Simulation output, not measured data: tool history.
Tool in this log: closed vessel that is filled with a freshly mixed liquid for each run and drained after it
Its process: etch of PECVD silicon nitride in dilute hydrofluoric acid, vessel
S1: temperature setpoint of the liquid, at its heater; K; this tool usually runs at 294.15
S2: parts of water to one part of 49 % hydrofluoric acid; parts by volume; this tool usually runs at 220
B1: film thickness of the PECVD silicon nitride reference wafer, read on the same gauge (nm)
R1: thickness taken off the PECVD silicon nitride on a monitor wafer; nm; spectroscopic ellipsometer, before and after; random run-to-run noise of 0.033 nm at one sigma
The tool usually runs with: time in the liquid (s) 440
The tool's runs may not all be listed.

{"run": 1, "hour": 0.0, "S1": 294.15, "S2": 250, "time in the liquid (s)": 280, "B1": 29.96, "R1": 4.73}
{"run": 2, "hour": 63.2, "S1": 294.15, "S2": 250, "time in the liquid (s)": 280, "B1": 29.99, "R1": 4.75}
{"run": 3, "hour": 146.3, "S1": 294.15, "S2": 220, "time in the liquid (s)": 495, "B1": 29.97, "R1": 9.45}
{"run": 4, "hour": 225.4, "S1": 296.15, "S2": 270, "time in the liquid (s)": 440, "B1": 30.03, "R1": 7.8}
{"run": 5, "hour": 317.2, "S1": 294.15, "S2": 220, "time in the liquid (s)": 440, "B1": 30, "R1": 8.41}
{"hour": 326.6, "done": "hydrofluoric acid flow meter replaced"}
{"run": 6, "hour": 421.5, "S1": 294.15, "S2": 220, "time in the liquid (s)": 440, "B1": 30.01, "R1": 8.32}
{"run": 7, "hour": 529.5, "S1": 294.15, "S2": 220, "time in the liquid (s)": 440, "B1": 30.02, "R1": 8.42}
{"run": 8, "hour": 590.2, "S1": 294.15, "S2": 220, "time in the liquid (s)": 440, "B1": 29.96, "R1": 8.38}
{"run": 9, "hour": 663.2, "S1": 294.15, "S2": 220, "time in the liquid (s)": 440, "B1": 29.99, "R1": 8.37}
{"run": 10, "hour": 746.6, "S1": 297.65, "S2": 220, "time in the liquid (s)": 440, "B1": 29.98, "R1": 10.49}
{"hour": 758.0, "done": "gauge calibrated"}
{"run": 11, "hour": 805.2, "S1": 294.15, "S2": 170, "time in the liquid (s)": 440, "B1": 29.99, "R1": 10.74}
{"run": 12, "hour": 857.9, "S1": 294.15, "S2": 220, "time in the liquid (s)": 440, "B1": 29.98, "R1": 8.4}
{"run": 13, "hour": 940.9, "S1": 294.15, "S2": 220, "time in the liquid (s)": 440, "B1": 30.02, "R1": 8.41}
{"run": 14, "hour": 995.3, "S1": 294.15, "S2": 220, "time in the liquid (s)": 440, "B1": 30.03, "R1": 8.33}
{"run": 15, "hour": 1044.3, "S1": 294.15, "S2": 220, "time in the liquid (s)": 440, "B1": 30.01, "R1": 8.38}
{"run": 16, "hour": 1116.7, "S1": 291.15, "S2": 305, "time in the liquid (s)": 440, "B1": 30, "R1": 5.01}
{"run": 17, "hour": 1193.3, "S1": 290.65, "S2": 165, "time in the liquid (s)": 440, "B1": 30.02, "R1": 8.68}
{"run": 18, "hour": 1272.8, "S1": 294.15, "S2": 220, "time in the liquid (s)": 440, "B1": 29.99, "R1": 8.39}
{"run": 19, "hour": 1342.0, "S1": 297.15, "S2": 220, "time in the liquid (s)": 440, "B1": 29.95, "R1": 10.08}
{"run": 20, "hour": 1425.9, "S1": 294.15, "S2": 220, "time in the liquid (s)": 240, "B1": 29.97, "R1": 4.55}
{"run": 21, "hour": 1462.6, "S1": 294.15, "S2": 320, "time in the liquid (s)": 440, "B1": 30.03, "R1": 5.83}
{"run": 22, "hour": 1564.6, "S1": 294.15, "S2": 220, "time in the liquid (s)": 590, "B1": 29.98, "R1": 11.17}
{"run": 23, "hour": 1645.5, "S1": 298.15, "S2": 220, "time in the liquid (s)": 310, "B1": 30.01, "R1": 7.52}
{"run": 24, "hour": 1742.9, "S1": 296.15, "S2": 140, "time in the liquid (s)": 645, "B1": 29.99, "R1": 21.52}
{"hour": 1751.1, "done": "thermometer replaced"}
{"hour": 1803.0, "done": "hydrofluoric acid flow meter replaced"}
{"run": 25, "hour": 1886.7, "S1": 294.15, "S2": 315, "time in the liquid (s)": 705, "B1": 30.04, "R1": 9.51}
{"run": 26, "hour": 1955.1, "S1": 294.15, "S2": 260, "time in the liquid (s)": 440, "B1": 29.99, "R1": 7.19}
{"run": 27, "hour": 2002.4, "S1": 294.15, "S2": 220, "time in the liquid (s)": 440, "B1": 30.02, "R1": 8.38}
{"run": 28, "hour": 2075.6, "S1": 290.65, "S2": 220, "time in the liquid (s)": 220, "B1": 30.01, "R1": 3.35}
{"run": 29, "hour": 2178.5, "S1": 294.15, "S2": 250, "time in the liquid (s)": 280, "B1": 29.95, "R1": 4.73}
{"run": 30, "hour": 2253.9, "S1": 294.15, "S2": 220, "time in the liquid (s)": 290, "B1": 29.97, "R1": 5.55}

Alternative continuations, all from the tool just after run 30; predict every row:
{"run": "A", "hour": 2254.7, "S1": 294.15, "S2": 220, "time in the liquid (s)": 440, "B1": "?", "R1": "?"}
{"run": "B", "hour": 2254.7, "S1": 294.15, "S2": 310, "time in the liquid (s)": 645, "B1": "?", "R1": "?"}
{"run": "C", "hour": 2254.7, "S1": 291.15, "S2": 220, "time in the liquid (s)": 440, "B1": "?", "R1": "?"}
{"run": "D", "hour": 2254.7, "S1": 297.15, "S2": 295, "time in the liquid (s)": 200, "B1": "?", "R1": "?"}
{"run": "E", "hour": 2254.7, "S1": 296.65, "S2": 155, "time in the liquid (s)": 510, "B1": "?", "R1": "?"}

run=A B1=30.01 R1=8.44
run=B B1=30.01 R1=8.86
run=C B1=30.01 R1=6.93
run=D B1=30.01 R1=3.47
run=E B1=30.01 R1=16.21
Had the tool no hidden state, the same runs would have come out as:
run=A R1=8.49
run=B R1=8.91
run=C R1=6.98
run=D R1=3.49
run=E R1=16.31
